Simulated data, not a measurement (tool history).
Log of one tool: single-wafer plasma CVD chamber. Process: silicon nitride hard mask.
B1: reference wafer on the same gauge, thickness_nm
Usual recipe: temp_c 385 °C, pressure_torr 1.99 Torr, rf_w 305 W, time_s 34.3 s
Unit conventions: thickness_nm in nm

{"run": 1, "hour": 0.0, "temp_c": 390, "pressure_torr": 1.99, "rf_w": 305, "time_s": 34.3, "B1": 37.736, "thickness_nm": 43.32}
{"run": 2, "hour": 64.9, "temp_c": 385, "pressure_torr": 1.99, "rf_w": 305, "time_s": 34.3, "B1": 37.729, "thickness_nm": 43.18}
{"run": 3, "hour": 158.3, "temp_c": 385, "pressure_torr": 1.99, "rf_w": 305, "time_s": 34.3, "B1": 37.753, "thickness_nm": 43.139}
{"run": 4, "hour": 240.9, "temp_c": 385, "pressure_torr": 1.99, "rf_w": 305, "time_s": 34.3, "B1": 37.679, "thickness_nm": 43.113}
{"run": 5, "hour": 285.5, "temp_c": 385, "pressure_torr": 1.99, "rf_w": 305, "time_s": 34.3, "B1": 37.662, "thickness_nm": 42.913}
{"run": 6, "hour": 340.4, "temp_c": 385, "pressure_torr": 1.99, "rf_w": 305, "time_s": 34.3, "B1": 37.643, "thickness_nm": 43.248}
{"run": 7, "hour": 409.0, "temp_c": 385, "pressure_torr": 1.99, "rf_w": 305, "time_s": 34.3, "B1": 37.626, "thickness_nm": 42.737}
{"run": 8, "hour": 450.0, "temp_c": 385, "pressure_torr": 1.99, "rf_w": 305, "time_s": 34.3, "B1": 37.608, "thickness_nm": 42.987}
{"hour": 463.4, "done": "RF generator calibrated"}
{"run": 9, "hour": 555.9, "temp_c": 385, "pressure_torr": 1.99, "rf_w": 305, "time_s": 34.3, "B1": 37.741, "thickness_nm": 43.611}
{"run": 10, "hour": 604.6, "temp_c": 385, "pressure_torr": 1.99, "rf_w": 305, "time_s": 34.3, "B1": 37.745, "thickness_nm": 43.458}
{"run": 11, "hour": 683.5, "temp_c": 385, "pressure_torr": 1.99, "rf_w": 305, "time_s": 34.3, "B1": 37.743, "thickness_nm": 43.609}
{"hour": 713.9, "done": "capacitance manometer re-zeroed and calibrated"}
{"run": 12, "hour": 744.0, "temp_c": 385, "pressure_torr": 1.69, "rf_w": 305, "time_s": 34.3, "B1": 37.68, "thickness_nm": 41.538}
{"run": 13, "hour": 781.4, "temp_c": 385, "pressure_torr": 1.69, "rf_w": 305, "time_s": 34.3, "B1": 37.741, "thickness_nm": 41.576}
{"run": 14, "hour": 840.4, "temp_c": 385, "pressure_torr": 1.99, "rf_w": 305, "time_s": 34.3, "B1": 37.632, "thickness_nm": 43.171}
{"run": 15, "hour": 919.0, "temp_c": 385, "pressure_torr": 1.99, "rf_w": 345, "time_s": 28.8, "B1": 37.694, "thickness_nm": 39.887}
{"hour": 948.7, "done": "thermocouple changed; heater temperature recalibrated"}
{"run": 16, "hour": 963.7, "temp_c": 399, "pressure_torr": 2.35, "rf_w": 285, "time_s": 40.6, "B1": 37.709, "thickness_nm": 50.249}
{"run": 17, "hour": 1056.7, "temp_c": 385, "pressure_torr": 2.27, "rf_w": 305, "time_s": 34.3, "B1": 37.72, "thickness_nm": 44.411}
{"run": 18, "hour": 1157.7, "temp_c": 385, "pressure_torr": 2.12, "rf_w": 305, "time_s": 34.3, "B1": 37.761, "thickness_nm": 43.592}
{"hour": 1418.8, "done": "RF generator calibrated"}
{"run": 19, "hour": 1466.8, "temp_c": 385, "pressure_torr": 1.99, "rf_w": 330, "time_s": 30.8, "B1": 37.658, "thickness_nm": 41.946}
{"hour": 1666.1, "done": "gauge calibrated"}
{"run": 20, "hour": 1707.8, "temp_c": 385, "pressure_torr": 1.99, "rf_w": 305, "time_s": 41.1, "B1": 37.707, "thickness_nm": 51.597}
{"run": 21, "hour": 1747.2, "temp_c": 399, "pressure_torr": 1.6, "rf_w": 340, "time_s": 34.3, "B1": 37.74, "thickness_nm": 44.326}
{"hour": 1777.2, "done": "showerhead replaced"}
{"hour": 1798.6, "done": "capacitance manometer re-zeroed and calibrated"}
{"run": 22, "hour": 1799.1, "temp_c": 385, "pressure_torr": 1.99, "rf_w": 305, "time_s": 34.3, "B1": 37.712, "thickness_nm": 43.459}
{"run": 23, "hour": 1898.4, "temp_c": 385, "pressure_torr": 1.99, "rf_w": 305, "time_s": 34.3, "B1": 37.768, "thickness_nm": 43.491}
{"run": 24, "hour": 1960.4, "temp_c": 385, "pressure_torr": 2.21, "rf_w": 350, "time_s": 38.3, "B1": 37.669, "thickness_nm": 55.209}
{"run": 25, "hour": 2066.9, "temp_c": 385, "pressure_torr": 1.51, "rf_w": 360, "time_s": 34.3, "B1": 37.671, "thickness_nm": 45.655}
{"run": 26, "hour": 2172.2, "temp_c": 371, "pressure_torr": 1.99, "rf_w": 270, "time_s": 29.4, "B1": 37.674, "thickness_nm": 33.82}
{"run": 27, "hour": 2269.5, "temp_c": 398, "pressure_torr": 2.25, "rf_w": 270, "time_s": 31.7, "B1": 37.729, "thickness_nm": 36.748}
{"hour": 2331.0, "done": "RF generator calibrated"}
{"run": 28, "hour": 2332.5, "temp_c": 385, "pressure_torr": 2.22, "rf_w": 320, "time_s": 34.3, "B1": 37.735, "thickness_nm": 47.056}

Predict each of these 4 candidate next runs independently; none follows another, all start after run 28:
{"run": "A", "hour": 2332.9, "temp_c": 385, "pressure_torr": 1.99, "rf_w": 305, "time_s": 34.3, "B1": "?", "thickness_nm": "?"}
{"run": "B", "hour": 2332.9, "temp_c": 399, "pressure_torr": 1.55, "rf_w": 275, "time_s": 34.3, "B1": "?", "thickness_nm": "?"}
{"run": "C", "hour": 2332.9, "temp_c": 399, "pressure_torr": 1.78, "rf_w": 355, "time_s": 39.4, "B1": "?", "thickness_nm": "?"}
{"run": "D", "hour": 2332.9, "temp_c": 397, "pressure_torr": 1.55, "rf_w": 305, "time_s": 37.2, "B1": "?", "thickness_nm": "?"}

run=A B1=37.7 thickness_nm=43.947
run=B B1=37.7 thickness_nm=37.471
run=C B1=37.7 thickness_nm=54.703
run=D B1=37.7 thickness_nm=44.336
Had the tool no hidden state, the same runs would have come out as:
run=A thickness_nm=44.104
run=B thickness_nm=37.615
run=C thickness_nm=54.889
run=D thickness_nm=44.495

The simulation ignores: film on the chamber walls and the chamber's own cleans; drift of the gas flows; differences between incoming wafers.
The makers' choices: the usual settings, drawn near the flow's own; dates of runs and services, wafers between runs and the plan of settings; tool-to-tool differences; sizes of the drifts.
